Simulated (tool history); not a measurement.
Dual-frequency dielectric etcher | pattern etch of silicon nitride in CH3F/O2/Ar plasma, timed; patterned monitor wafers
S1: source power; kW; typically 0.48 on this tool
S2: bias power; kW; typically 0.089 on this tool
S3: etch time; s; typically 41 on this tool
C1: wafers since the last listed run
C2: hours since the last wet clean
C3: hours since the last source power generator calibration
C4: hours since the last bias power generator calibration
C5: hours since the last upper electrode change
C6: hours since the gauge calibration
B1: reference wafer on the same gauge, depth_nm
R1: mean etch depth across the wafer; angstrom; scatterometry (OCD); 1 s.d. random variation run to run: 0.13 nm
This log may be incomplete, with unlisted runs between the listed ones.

run 1 hour=0 | S1=0.48 S2=0.089 S3=41 | C1=0 C2=282.7 C3=3131.5 C4=2197.8 C5=2062.1 C6=49.4 | B1=36.29 | R1=314.6
run 2 hour=22 | S1=0.48 S2=0.089 S3=41 | C1=435 C2=304.7 C3=3153.5 C4=2219.8 C5=2084.1 C6=71.4 | B1=36.27 | R1=315.7
run 3 hour=52.5 | S1=0.48 S2=0.089 S3=41 | C1=603 C2=335.2 C3=3184 C4=2250.3 C5=2114.6 C6=101.9 | B1=36.3 | R1=313.7
run 4 hour=67.9 | S1=0.48 S2=0.089 S3=41 | C1=304 C2=350.6 C3=3199.4 C4=2265.7 C5=2130 C6=117.3 | B1=36.33 | R1=313
-- hour=79.5 gauge calibrated
run 5 hour=82.1 | S1=0.48 S2=0.089 S3=41 | C1=281 C2=364.8 C3=3213.6 C4=2279.9 C5=2144.2 C6=2.6 | B1=36.26 | R1=312.9
run 6 hour=107.6 | S1=0.48 S2=0.089 S3=41 | C1=504 C2=390.3 C3=3239.1 C4=2305.4 C5=2169.7 C6=28.1 | B1=36.33 | R1=311.3
run 7 hour=124.8 | S1=0.48 S2=0.089 S3=41 | C1=340 C2=407.5 C3=3256.3 C4=2322.6 C5=2186.9 C6=45.3 | B1=36.29 | R1=312.9
-- hour=132.9 bias power generator calibrated
-- hour=161.5 upper electrode replaced
-- hour=170.1 wet clean of the chamber
run 8 hour=170.6 | S1=0.58 S2=0.076 S3=53 | C1=181 C2=0.5 C3=3302.1 C4=37.7 C5=9.1 C6=91.1 | B1=36.33 | R1=432.5
run 9 hour=171 | S1=0.48 S2=0.089 S3=41 | C1=7 C2=0.9 C3=3302.5 C4=38.1 C5=9.5 C6=91.5 | B1=36.28 | R1=328
run 10 hour=182 | S1=0.6 S2=0.107 S3=48 | C1=217 C2=11.9 C3=3313.5 C4=49.1 C5=20.5 C6=102.5 | B1=36.32 | R1=449
-- hour=191.8 gauge calibrated
-- hour=200.6 source power generator calibrated
run 11 hour=201.1 | S1=0.48 S2=0.089 S3=41 | C1=298 C2=31 C3=0.5 C4=68.2 C5=39.6 C6=9.3 | B1=36.36 | R1=326.6
run 12 hour=224.5 | S1=0.48 S2=0.089 S3=47.5 | C1=463 C2=54.4 C3=23.9 C4=91.6 C5=63 C6=32.7 | B1=36.32 | R1=376.7
run 13 hour=238.3 | S1=0.42 S2=0.089 S3=41 | C1=273 C2=68.2 C3=37.7 C4=105.4 C5=76.8 C6=46.5 | B1=36.33 | R1=304
run 14 hour=253.7 | S1=0.45 S2=0.089 S3=48 | C1=304 C2=83.6 C3=53.1 C4=120.8 C5=92.2 C6=61.9 | B1=36.29 | R1=370

Alternative continuations, all from the tool just after run 14; predict every row:
run A hour=254.1 | S1=0.48 S2=0.089 S3=41 | C1=7 C2=84 C3=53.5 C4=121.2 C5=92.6 C6=62.3 | B1=? | R1=?
run B hour=254.1 | S1=0.48 S2=0.104 S3=41 | C1=7 C2=84 C3=53.5 C4=121.2 C5=92.6 C6=62.3 | B1=? | R1=?
run C hour=254.1 | S1=0.45 S2=0.078 S3=28.5 | C1=7 C2=84 C3=53.5 C4=121.2 C5=92.6 C6=62.3 | B1=? | R1=?

run=A B1=36.29 R1=323.7
run=B B1=36.29 R1=341.9
run=C B1=36.29 R1=209
What these runs would have given with no unlogged condition in the tool:
run=A R1=328.2
run=B R1=346.7
run=C R1=211.9
